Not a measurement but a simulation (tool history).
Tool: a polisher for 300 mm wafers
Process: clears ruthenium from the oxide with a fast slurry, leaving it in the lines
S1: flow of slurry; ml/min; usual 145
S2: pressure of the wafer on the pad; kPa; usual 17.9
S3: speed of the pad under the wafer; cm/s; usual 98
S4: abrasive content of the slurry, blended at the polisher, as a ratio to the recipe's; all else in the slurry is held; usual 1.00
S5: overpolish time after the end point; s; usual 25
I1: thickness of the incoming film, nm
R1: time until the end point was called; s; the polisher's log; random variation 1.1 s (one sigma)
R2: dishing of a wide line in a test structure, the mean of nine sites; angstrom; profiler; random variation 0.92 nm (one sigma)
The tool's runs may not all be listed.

run	hour	S1	S2	S3	S4	S5	I1	R1	R2
1	0.0	145	17.9	98	1.00	25	238.5	85.3	368
2	17.2	145	17.9	98	1.00	25	240.6	85.6	371
3	44.6	145	17.9	98	1.00	25	240.7	84.5	379
4	70.0	145	17.9	98	1.00	25	244.7	87.1	369
5	83.0	145	17.9	98	1.00	25	237.5	83.9	369
6	111.2	145	17.9	98	1.00	25	240.2	83.8	370
# hour 117.6: worn pad replaced by a new one, of another model than before
# hour 140.3: slurry nozzle cleaned
7	146.0	145	17.9	98	1.00	25	243.9	77.9	403
8	165.6	145	17.9	98	0.85	17	240.2	81.1	295
# hour 177.4: head pressure recalibrated
# hour 181.5: slurry blender recalibrated
9	191.5	145	17.9	98	1.00	35	239.5	77.1	451
10	206.4	145	17.9	98	1.00	25	237.4	74.9	394
11	240.1	165	17.9	66	1.00	36	241.8	98.8	414
# hour 257.8: worn pad replaced by a new one
12	264.1	165	17.9	98	1.25	25	238.8	68.8	416
13	296.0	145	17.9	98	1.00	25	236.3	77.4	408
14	317.0	170	13.8	66	1.00	32	239.7	105.7	376
15	332.5	145	17.9	98	1.00	25	239.5	77.2	381
16	357.2	125	15.9	98	1.00	25	241.1	84.5	358

Forecast each of these 5 alternatives for the next run:
A	357.6	145	17.9	98	1.00	36	239.7	?	?
B	357.6	145	17.9	70	1.00	20	239.7	?	?
C	357.6	145	17.9	98	0.75	33	239.7	?	?
D	357.6	145	17.9	98	0.80	36	239.7	?	?
E	357.6	110	17.9	98	1.00	17	239.7	?	?

run	R1	R2
A	80.7	462
B	98.8	310
C	91.1	425
D	88.5	446
E	83.7	311
Without the tool's hidden state the same runs would have given:
run	R1	R2
A	77.5	468
B	94.9	318
C	87.5	433
D	85.1	453
E	80.0	320
